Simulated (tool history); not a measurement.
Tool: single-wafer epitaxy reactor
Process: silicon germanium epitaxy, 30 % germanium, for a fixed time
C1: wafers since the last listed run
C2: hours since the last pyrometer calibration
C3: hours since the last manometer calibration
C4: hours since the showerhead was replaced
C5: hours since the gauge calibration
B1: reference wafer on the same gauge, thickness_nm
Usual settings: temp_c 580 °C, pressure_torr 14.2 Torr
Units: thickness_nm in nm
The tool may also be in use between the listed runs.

{"run": 1, "hour": 0.0, "temp_c": 569, "pressure_torr": 14.2, "C1": 0, "C2": 1965.4, "C3": 2673.6, "C4": 3904.4, "C5": 461.9, "B1": 30.115, "thickness_nm": 26.948}
{"run": 2, "hour": 26.1, "temp_c": 580, "pressure_torr": 14.2, "C1": 378, "C2": 1991.5, "C3": 2699.7, "C4": 3930.5, "C5": 488, "B1": 30.109, "thickness_nm": 32.372}
{"hour": 41.4, "done": "capacitance manometer re-zeroed and calibrated"}
{"run": 3, "hour": 43.1, "temp_c": 580, "pressure_torr": 14.2, "C1": 130, "C2": 2008.5, "C3": 1.7, "C4": 3947.5, "C5": 505, "B1": 30.119, "thickness_nm": 33.305}
{"hour": 64.8, "done": "pyrometer calibrated"}
{"run": 4, "hour": 76.5, "temp_c": 580, "pressure_torr": 14.2, "C1": 368, "C2": 11.7, "C3": 35.1, "C4": 3980.9, "C5": 538.4, "B1": 30.086, "thickness_nm": 33.416}
{"run": 5, "hour": 99.0, "temp_c": 580, "pressure_torr": 14.2, "C1": 326, "C2": 34.2, "C3": 57.6, "C4": 4003.4, "C5": 560.9, "B1": 30.082, "thickness_nm": 33.162}
{"run": 6, "hour": 119.0, "temp_c": 580, "pressure_torr": 14.2, "C1": 289, "C2": 54.2, "C3": 77.6, "C4": 4023.4, "C5": 580.9, "B1": 30.093, "thickness_nm": 33.403}
{"run": 7, "hour": 133.5, "temp_c": 580, "pressure_torr": 14.2, "C1": 210, "C2": 68.7, "C3": 92.1, "C4": 4037.9, "C5": 595.4, "B1": 30.117, "thickness_nm": 33.194}
{"run": 8, "hour": 155.2, "temp_c": 580, "pressure_torr": 14.2, "C1": 314, "C2": 90.4, "C3": 113.8, "C4": 4059.6, "C5": 617.1, "B1": 30.108, "thickness_nm": 33.412}
{"run": 9, "hour": 175.2, "temp_c": 580, "pressure_torr": 14.2, "C1": 289, "C2": 110.4, "C3": 133.8, "C4": 4079.6, "C5": 637.1, "B1": 30.108, "thickness_nm": 33.535}
{"hour": 188.7, "done": "showerhead replaced, of another model than before"}
{"run": 10, "hour": 194.4, "temp_c": 580, "pressure_torr": 14.2, "C1": 162, "C2": 129.6, "C3": 153, "C4": 5.7, "C5": 656.3, "B1": 30.098, "thickness_nm": 33.142}
{"run": 11, "hour": 208.8, "temp_c": 576, "pressure_torr": 14.2, "C1": 208, "C2": 144, "C3": 167.4, "C4": 20.1, "C5": 670.7, "B1": 30.091, "thickness_nm": 30.974}
{"run": 12, "hour": 232.6, "temp_c": 580, "pressure_torr": 15.8, "C1": 344, "C2": 167.8, "C3": 191.2, "C4": 43.9, "C5": 694.5, "B1": 30.1, "thickness_nm": 35.438}
{"run": 13, "hour": 261.1, "temp_c": 580, "pressure_torr": 12.7, "C1": 413, "C2": 196.3, "C3": 219.7, "C4": 72.4, "C5": 723, "B1": 30.095, "thickness_nm": 30.552}
{"run": 14, "hour": 288.6, "temp_c": 580, "pressure_torr": 14.2, "C1": 398, "C2": 223.8, "C3": 247.2, "C4": 99.9, "C5": 750.5, "B1": 30.086, "thickness_nm": 33.314}
{"run": 15, "hour": 307.6, "temp_c": 573, "pressure_torr": 11.4, "C1": 275, "C2": 242.8, "C3": 266.2, "C4": 118.9, "C5": 769.5, "B1": 30.131, "thickness_nm": 25.309}
{"run": 16, "hour": 323.1, "temp_c": 591, "pressure_torr": 12.3, "C1": 224, "C2": 258.3, "C3": 281.7, "C4": 134.4, "C5": 785, "B1": 30.113, "thickness_nm": 35.809}
{"run": 17, "hour": 356.3, "temp_c": 586, "pressure_torr": 14.2, "C1": 481, "C2": 291.5, "C3": 314.9, "C4": 167.6, "C5": 818.2, "B1": 30.076, "thickness_nm": 36.306}
{"run": 18, "hour": 382.9, "temp_c": 580, "pressure_torr": 14.2, "C1": 385, "C2": 318.1, "C3": 341.5, "C4": 194.2, "C5": 844.8, "B1": 30.105, "thickness_nm": 32.942}
{"run": 19, "hour": 399.6, "temp_c": 584, "pressure_torr": 14.2, "C1": 242, "C2": 334.8, "C3": 358.2, "C4": 210.9, "C5": 861.5, "B1": 30.117, "thickness_nm": 35.585}
{"hour": 411.0, "done": "gauge calibrated"}
{"run": 20, "hour": 413.4, "temp_c": 575, "pressure_torr": 14.2, "C1": 200, "C2": 348.6, "C3": 372, "C4": 224.7, "C5": 2.4, "B1": 30.103, "thickness_nm": 30.315}
{"run": 21, "hour": 434.1, "temp_c": 580, "pressure_torr": 14.2, "C1": 300, "C2": 369.3, "C3": 392.7, "C4": 245.4, "C5": 23.1, "B1": 30.107, "thickness_nm": 32.821}
{"run": 22, "hour": 451.6, "temp_c": 580, "pressure_torr": 10.7, "C1": 253, "C2": 386.8, "C3": 410.2, "C4": 262.9, "C5": 40.6, "B1": 30.095, "thickness_nm": 27.096}
{"run": 23, "hour": 486.7, "temp_c": 580, "pressure_torr": 17.7, "C1": 508, "C2": 421.9, "C3": 445.3, "C4": 298, "C5": 75.7, "B1": 30.101, "thickness_nm": 37.777}
{"run": 24, "hour": 504.2, "temp_c": 580, "pressure_torr": 14.2, "C1": 253, "C2": 439.4, "C3": 462.8, "C4": 315.5, "C5": 93.2, "B1": 30.12, "thickness_nm": 33.037}
{"run": 25, "hour": 522.2, "temp_c": 580, "pressure_torr": 14.2, "C1": 260, "C2": 457.4, "C3": 480.8, "C4": 333.5, "C5": 111.2, "B1": 30.101, "thickness_nm": 33.118}
{"run": 26, "hour": 602.2, "temp_c": 593, "pressure_torr": 14.2, "C1": 1159, "C2": 537.4, "C3": 560.8, "C4": 413.5, "C5": 191.2, "B1": 30.094, "thickness_nm": 40.703}
{"run": 27, "hour": 636.8, "temp_c": 580, "pressure_torr": 14.2, "C1": 501, "C2": 572, "C3": 595.4, "C4": 448.1, "C5": 225.8, "B1": 30.061, "thickness_nm": 32.775}
{"run": 28, "hour": 672.1, "temp_c": 580, "pressure_torr": 11.5, "C1": 511, "C2": 607.3, "C3": 630.7, "C4": 483.4, "C5": 261.1, "B1": 30.107, "thickness_nm": 28.439}
{"run": 29, "hour": 687.5, "temp_c": 580, "pressure_torr": 15.9, "C1": 223, "C2": 622.7, "C3": 646.1, "C4": 498.8, "C5": 276.5, "B1": 30.084, "thickness_nm": 35.246}
{"run": 30, "hour": 703.9, "temp_c": 569, "pressure_torr": 15.9, "C1": 237, "C2": 639.1, "C3": 662.5, "C4": 515.2, "C5": 292.9, "B1": 30.078, "thickness_nm": 29.148}
{"run": 31, "hour": 720.7, "temp_c": 584, "pressure_torr": 12.6, "C1": 243, "C2": 655.9, "C3": 679.3, "C4": 532, "C5": 309.7, "B1": 30.09, "thickness_nm": 32.629}
{"run": 32, "hour": 744.3, "temp_c": 584, "pressure_torr": 12.1, "C1": 342, "C2": 679.5, "C3": 702.9, "C4": 555.6, "C5": 333.3, "B1": 30.128, "thickness_nm": 31.558}
{"run": 33, "hour": 774.6, "temp_c": 580, "pressure_torr": 15.2, "C1": 439, "C2": 709.8, "C3": 733.2, "C4": 585.9, "C5": 363.6, "B1": 30.109, "thickness_nm": 34.052}
{"run": 34, "hour": 808.8, "temp_c": 569, "pressure_torr": 17.2, "C1": 495, "C2": 744, "C3": 767.4, "C4": 620.1, "C5": 397.8, "B1": 30.11, "thickness_nm": 30.151}

5 ways to go on from here, each from the tool as it stands after run 34. What would each give?
{"run": "A", "hour": 809.2, "temp_c": 580, "pressure_torr": 14.2, "C1": 5, "C2": 744.4, "C3": 767.8, "C4": 620.5, "C5": 398.2, "B1": "?", "thickness_nm": "?"}
{"run": "B", "hour": 809.2, "temp_c": 580, "pressure_torr": 12.6, "C1": 5, "C2": 744.4, "C3": 767.8, "C4": 620.5, "C5": 398.2, "B1": "?", "thickness_nm": "?"}
{"run": "C", "hour": 809.2, "temp_c": 594, "pressure_torr": 13.1, "C1": 5, "C2": 744.4, "C3": 767.8, "C4": 620.5, "C5": 398.2, "B1": "?", "thickness_nm": "?"}
{"run": "D", "hour": 809.2, "temp_c": 585, "pressure_torr": 15.7, "C1": 5, "C2": 744.4, "C3": 767.8, "C4": 620.5, "C5": 398.2, "B1": "?", "thickness_nm": "?"}
{"run": "E", "hour": 809.2, "temp_c": 568, "pressure_torr": 14.2, "C1": 5, "C2": 744.4, "C3": 767.8, "C4": 620.5, "C5": 398.2, "B1": "?", "thickness_nm": "?"}

run=A B1=30.134 thickness_nm=32.813
run=B B1=30.134 thickness_nm=30.36
run=C B1=30.134 thickness_nm=39.308
run=D B1=30.134 thickness_nm=37.933
run=E B1=30.134 thickness_nm=26.742
Without the tool's hidden state the same runs would have given:
run=A thickness_nm=33.624
run=B thickness_nm=31.111
run=C thickness_nm=40.28
run=D thickness_nm=38.871
run=E thickness_nm=27.403

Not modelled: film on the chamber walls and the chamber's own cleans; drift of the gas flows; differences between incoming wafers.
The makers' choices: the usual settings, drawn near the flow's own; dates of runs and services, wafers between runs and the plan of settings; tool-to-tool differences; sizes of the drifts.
